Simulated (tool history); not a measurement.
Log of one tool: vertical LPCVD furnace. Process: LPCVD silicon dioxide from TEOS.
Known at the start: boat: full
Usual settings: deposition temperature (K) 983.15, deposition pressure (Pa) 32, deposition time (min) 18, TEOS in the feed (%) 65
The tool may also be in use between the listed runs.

run,hour,deposition temperature (K),deposition pressure (Pa),deposition time (min),TEOS in the feed (%),"read-back reference wafer on the same gauge, thickness",film thickness on the monitor wafer in the middle of the boat (Å)
1,0,983.15,32,18,65,127.99,1614.1
2,25.5,983.15,32,18,65,128.14,1629.2
# hour 64.8: thermocouples replaced and temperature profile calibrated
3,65.3,983.15,32,18,65,127.91,1476.1
4,68.6,983.15,32,18,65,128.1,1477.7
5,92.8,983.15,32,18,65,127.87,1471.5
6,124.9,983.15,32,18,65,128.06,1488.5
7,165.4,983.15,32,18,65,127.8,1479.8
8,182.6,983.15,32,18,65,128.1,1479
9,199.6,983.15,32,21.5,65,128.09,1761.5
10,222.8,974.15,36,21,65,128.05,1486.6
11,244.6,974.15,32,18,65,128.04,1201
12,260.9,974.15,36,21,65,127.98,1492.7
13,280,995.15,26.7,18,65,128.1,1770.9
14,311.3,983.15,32,18,65,128.08,1472.2
15,346.7,983.15,38,18,65,127.98,1626.4
16,359.2,974.15,34,11,65,127.82,756.5
17,390.9,978.15,36.7,24.5,65,128.11,1934.9
# hour 400.6: gauge calibrated
18,415.4,983.15,39.3,18,73,128.15,1752.8
19,436.6,983.15,32,18,65,128.16,1483.4
20,461.5,983.15,28.7,15.5,65,127.92,1211.3
21,482.9,983.15,36,18,65,128.07,1571.9
22,517.2,983.15,32,18,76,127.78,1606.6
23,550.5,983.15,32,15.5,75,127.98,1371.2
24,562.5,983.15,36,20.5,65,127.93,1809.6
25,588.7,983.15,32,18,65,127.79,1487.6

Forecast run 26:
26,604.3,977.15,32,16,65,?,?

read-back reference wafer on the same gauge, thickness: 128.11
film thickness on the monitor wafer in the middle of the boat (Å): 1164.3
Without the tool's hidden state the same run would have given film thickness on the monitor wafer in the middle of the boat (Å) 1140.8.

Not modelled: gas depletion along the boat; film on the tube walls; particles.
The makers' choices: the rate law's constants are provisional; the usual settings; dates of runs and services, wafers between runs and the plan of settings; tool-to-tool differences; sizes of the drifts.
